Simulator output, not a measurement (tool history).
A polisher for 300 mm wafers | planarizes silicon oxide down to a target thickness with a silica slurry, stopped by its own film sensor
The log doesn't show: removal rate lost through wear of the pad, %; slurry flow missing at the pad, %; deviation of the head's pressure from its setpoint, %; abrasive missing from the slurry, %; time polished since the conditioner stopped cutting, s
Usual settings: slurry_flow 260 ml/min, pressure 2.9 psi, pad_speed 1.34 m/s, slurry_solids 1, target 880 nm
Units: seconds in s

run,hour,slurry_flow,pressure,pad_speed,slurry_solids,target,wafers since the last listed run,wafers polished on this pad,hours since the slurry nozzle was cleaned,hours since the head pressure was calibrated,hours since the slurry blender was calibrated,hours since the conditioning disc was replaced,"incoming thickness of the incoming film, nm",seconds
1,0,260,2.9,1.34,1,880,0,1316,140.6,602.5,457.7,84.4,1127.6,84.7
2,74.7,260,2.9,1.34,1,880,858,2175,215.3,677.2,532.4,159.1,1114.6,79.5
3,157.9,260,2.9,1.34,0.85,880,956,3131,298.5,760.4,615.6,242.3,1133.3,94.1
# hour 205.2: head pressure recalibrated
4,210.5,260,2.9,0.98,1,961,581,3713,351.1,5.3,668.2,294.9,1122.5,70.8
5,268.4,340,3.9,1.34,1,804,665,4379,409,63.2,726.1,352.8,1112.4,77.4
# hour 356.4: slurry blender recalibrated
6,366.2,260,2.9,1.34,1.3,807,1101,5480,506.8,161,9.8,450.6,1117.2,95.6
7,422.3,260,2.6,1.34,1.1,880,644,6125,562.9,217.1,65.9,506.7,1121.6,88.9
8,482.4,290,2.9,1.34,1,805,690,6815,623,277.2,126,566.8,1134.7,113.3
# hour 499.4: worn pad replaced by a new one
# hour 519.9: slurry nozzle cleaned
9,526.3,260,2.9,1.34,1,880,447,297,6.4,321.1,169.9,610.7,1123.5,82.8
10,567.8,260,1.9,1.1,0.75,919,477,774,47.9,362.6,211.4,652.2,1109.5,128.3
11,616.7,260,2.9,1.34,1,834,562,1336,96.8,411.5,260.3,701.1,1110.4,93
# hour 642.5: conditioning disc replaced and pad reconditioned
12,653.8,185,2.9,1.34,1,880,403,1740,133.9,448.6,297.4,11.3,1126.7,87.8
13,757.3,305,2.9,0.88,0.8,951,1189,2929,237.4,552.1,400.9,114.8,1132,96.1
# hour 814: head pressure recalibrated
14,842.3,260,3.3,1.34,1.1,851,954,3884,322.4,28.3,485.9,199.8,1127.9,80.7
15,940.4,260,2.9,1.34,1,880,1127,5011,420.5,126.4,584,297.9,1122.4,81.5
16,1031.8,260,2.9,1.34,1,920,1050,6062,511.9,217.8,675.4,389.3,1119.9,70
# hour 1035.4: slurry blender recalibrated
17,1125.1,350,3.3,1.22,1,848,1049,7111,605.2,311.1,89.7,482.6,1108.8,83.5
18,1162.5,295,2.9,1.34,1,880,429,7541,642.6,348.5,127.1,520,1125.7,83.7
19,1232.8,335,2.9,1.34,0.8,880,808,8349,712.9,418.8,197.4,590.3,1124.9,94.1
# hour 1273.7: worn pad replaced by a new one
20,1322.5,260,2.9,1.34,1,880,985,561,802.6,508.5,287.1,680,1120.5,82.9
# hour 1326.6: slurry nozzle cleaned
# hour 1346.9: conditioning disc replaced and pad reconditioned
21,1388.1,260,3.4,1.34,1,842,719,1280,61.5,574.1,352.7,41.2,1095.9,73.9
# hour 1441.8: head pressure recalibrated
22,1460.2,260,2.9,1.34,1,880,805,2086,133.6,18.4,424.8,113.3,1107.2,77.9
23,1537.1,350,2.9,1.34,1,907,883,2970,210.5,95.3,501.7,190.2,1129.1,74.1
24,1620,260,2.9,1.34,1,880,952,3923,293.4,178.2,584.6,273.1,1099.5,74.9
25,1696.9,260,2.9,1.34,0.8,940,883,4807,370.3,255.1,661.5,350,1134.7,76.4
# hour 1746.3: slurry blender recalibrated
26,1779.2,325,2.9,1.48,1,931,923,5730,452.6,337.4,32.9,432.3,1116.9,58

Forecast each of these 3 alternatives for the next run:
A,1779.6,345,2.9,1.34,1,880,4,5735,453,337.8,33.3,432.7,1116.7,?
B,1779.6,260,2.9,0.9,1,880,4,5735,453,337.8,33.3,432.7,1116.7,?
C,1779.6,260,2.5,1.34,1.15,880,4,5735,453,337.8,33.3,432.7,1116.7,?

run,seconds
A,78.9
B,111.9
C,87.1
Without the tool's hidden state the same runs would have given:
run,seconds
A,77.9
B,110.1
C,85.6
